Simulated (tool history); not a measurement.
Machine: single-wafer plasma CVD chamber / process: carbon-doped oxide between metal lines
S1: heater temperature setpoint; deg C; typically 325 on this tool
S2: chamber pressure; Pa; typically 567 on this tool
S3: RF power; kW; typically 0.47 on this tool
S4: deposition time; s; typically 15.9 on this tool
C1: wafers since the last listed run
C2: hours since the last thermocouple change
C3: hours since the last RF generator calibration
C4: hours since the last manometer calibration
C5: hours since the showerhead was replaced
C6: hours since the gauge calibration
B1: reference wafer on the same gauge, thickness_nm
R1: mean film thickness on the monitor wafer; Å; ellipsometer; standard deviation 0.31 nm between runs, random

run 1 hour=0 | S1=325 S2=567 S3=0.47 S4=15.9 | C1=0 C2=613.6 C3=683.2 C4=802.7 C5=5236.6 C6=265 | B1=84.101 | R1=835.19
-- hour=17 gauge calibrated
run 2 hour=32.8 | S1=325 S2=567 S3=0.47 S4=15.9 | C1=835 C2=646.4 C3=716 C4=835.5 C5=5269.4 C6=15.8 | B1=85.009 | R1=839.17
run 3 hour=66.4 | S1=325 S2=567 S3=0.47 S4=15.9 | C1=856 C2=680 C3=749.6 C4=869.1 C5=5303 C6=49.4 | B1=84.674 | R1=836.86
run 4 hour=87.6 | S1=325 S2=567 S3=0.47 S4=15.9 | C1=540 C2=701.2 C3=770.8 C4=890.3 C5=5324.2 C6=70.6 | B1=84.57 | R1=838.72
run 5 hour=118.3 | S1=325 S2=567 S3=0.47 S4=15.9 | C1=782 C2=731.9 C3=801.5 C4=921 C5=5354.9 C6=101.3 | B1=84.422 | R1=834.12
run 6 hour=137.6 | S1=336 S2=567 S3=0.47 S4=15.9 | C1=491 C2=751.2 C3=820.8 C4=940.3 C5=5374.2 C6=120.6 | B1=84.253 | R1=803.99
run 7 hour=163.2 | S1=336 S2=567 S3=0.47 S4=15.9 | C1=652 C2=776.8 C3=846.4 C4=965.9 C5=5399.8 C6=146.2 | B1=84.261 | R1=800.76
run 8 hour=188.2 | S1=325 S2=567 S3=0.525 S4=15.9 | C1=636 C2=801.8 C3=871.4 C4=990.9 C5=5424.8 C6=171.2 | B1=84.051 | R1=877.54
-- hour=206.6 RF generator calibrated
run 9 hour=218.5 | S1=325 S2=567 S3=0.47 S4=15.9 | C1=568 C2=832.1 C3=11.9 C4=1021.2 C5=5455.1 C6=201.5 | B1=84.124 | R1=825.77
run 10 hour=237.9 | S1=325 S2=567 S3=0.47 S4=15.9 | C1=494 C2=851.5 C3=31.3 C4=1040.6 C5=5474.5 C6=220.9 | B1=83.983 | R1=833.88
run 11 hour=263.8 | S1=325 S2=567 S3=0.47 S4=15.9 | C1=659 C2=877.4 C3=57.2 C4=1066.5 C5=5500.4 C6=246.8 | B1=83.935 | R1=824.2
-- hour=274.6 thermocouple changed; heater temperature recalibrated
run 12 hour=297.5 | S1=325 S2=567 S3=0.47 S4=17.7 | C1=654 C2=22.9 C3=90.9 C4=1100.2 C5=5534.1 C6=280.5 | B1=83.945 | R1=919.21
run 13 hour=312.4 | S1=336 S2=457 S3=0.515 S4=13.3 | C1=379 C2=37.8 C3=105.8 C4=1115.1 C5=5549 C6=295.4 | B1=83.985 | R1=692.13
-- hour=352.7 capacitance manometer re-zeroed and calibrated
run 14 hour=355.5 | S1=325 S2=525 S3=0.47 S4=15.9 | C1=894 C2=80.9 C3=148.9 C4=2.8 C5=5592.1 C6=338.5 | B1=84.011 | R1=818.18
-- hour=363.9 gauge calibrated
run 15 hour=389.1 | S1=337 S2=567 S3=0.54 S4=15.9 | C1=856 C2=114.5 C3=182.5 C4=36.4 C5=5625.7 C6=25.2 | B1=85.128 | R1=875.28
-- hour=402.8 showerhead replaced
run 16 hour=416.1 | S1=325 S2=567 S3=0.47 S4=15.9 | C1=484 C2=141.5 C3=209.5 C4=63.4 C5=13.3 C6=52.2 | B1=84.794 | R1=835.9
run 17 hour=432.4 | S1=316 S2=567 S3=0.425 S4=15.9 | C1=415 C2=157.8 C3=225.8 C4=79.7 C5=29.6 C6=68.5 | B1=84.696 | R1=813.98
run 18 hour=458.3 | S1=325 S2=567 S3=0.47 S4=15.9 | C1=659 C2=183.7 C3=251.7 C4=105.6 C5=55.5 C6=94.4 | B1=84.516 | R1=835.46
run 19 hour=483.8 | S1=325 S2=567 S3=0.515 S4=15.9 | C1=649 C2=209.2 C3=277.2 C4=131.1 C5=81 C6=119.9 | B1=84.598 | R1=875.89
run 20 hour=508.6 | S1=325 S2=663 S3=0.435 S4=15.9 | C1=631 C2=234 C3=302 C4=155.9 C5=105.8 C6=144.7 | B1=84.425 | R1=806.01
run 21 hour=549 | S1=332 S2=660 S3=0.38 S4=15.9 | C1=1029 C2=274.4 C3=342.4 C4=196.3 C5=146.2 C6=185.1 | B1=84.35 | R1=726.46
run 22 hour=575.8 | S1=325 S2=671 S3=0.47 S4=14.9 | C1=682 C2=301.2 C3=369.2 C4=223.1 C5=173 C6=211.9 | B1=84.108 | R1=803.63
run 23 hour=601.8 | S1=325 S2=665 S3=0.47 S4=15.9 | C1=662 C2=327.2 C3=395.2 C4=249.1 C5=199 C6=237.9 | B1=84.257 | R1=846.92
run 24 hour=624.3 | S1=325 S2=567 S3=0.47 S4=15.9 | C1=573 C2=349.7 C3=417.7 C4=271.6 C5=221.5 C6=260.4 | B1=84.268 | R1=830.77

For each run, what was the tool's unlogged condition?
wafer temperature above the value expected at the setpoint (K): 0 across all the runs
delivered RF power above the setpoint (%): 0 across all the runs
true pressure above the setpoint (%): 0 across all the runs
H1: gauge reads high (%)
run=1 H1=-1.19
run=2 H1=-0.343
run=3 H1=-0.657
run=4 H1=-0.811
run=5 H1=-0.985
run=6 H1=-1.07
run=7 H1=-1.16
run=8 H1=-1.24
run=9 H1=-1.3
run=10 H1=-1.34
run=11 H1=-1.37
run=12 H1=-1.41
run=13 H1=-1.42
run=14 H1=-1.45
run=15 H1=-0.15
run=16 H1=-0.388
run=17 H1=-0.506
run=18 H1=-0.659
run=19 H1=-0.777
run=20 H1=-0.868
run=21 H1=-0.978
run=22 H1=-1.03
run=23 H1=-1.07
run=24 H1=-1.1
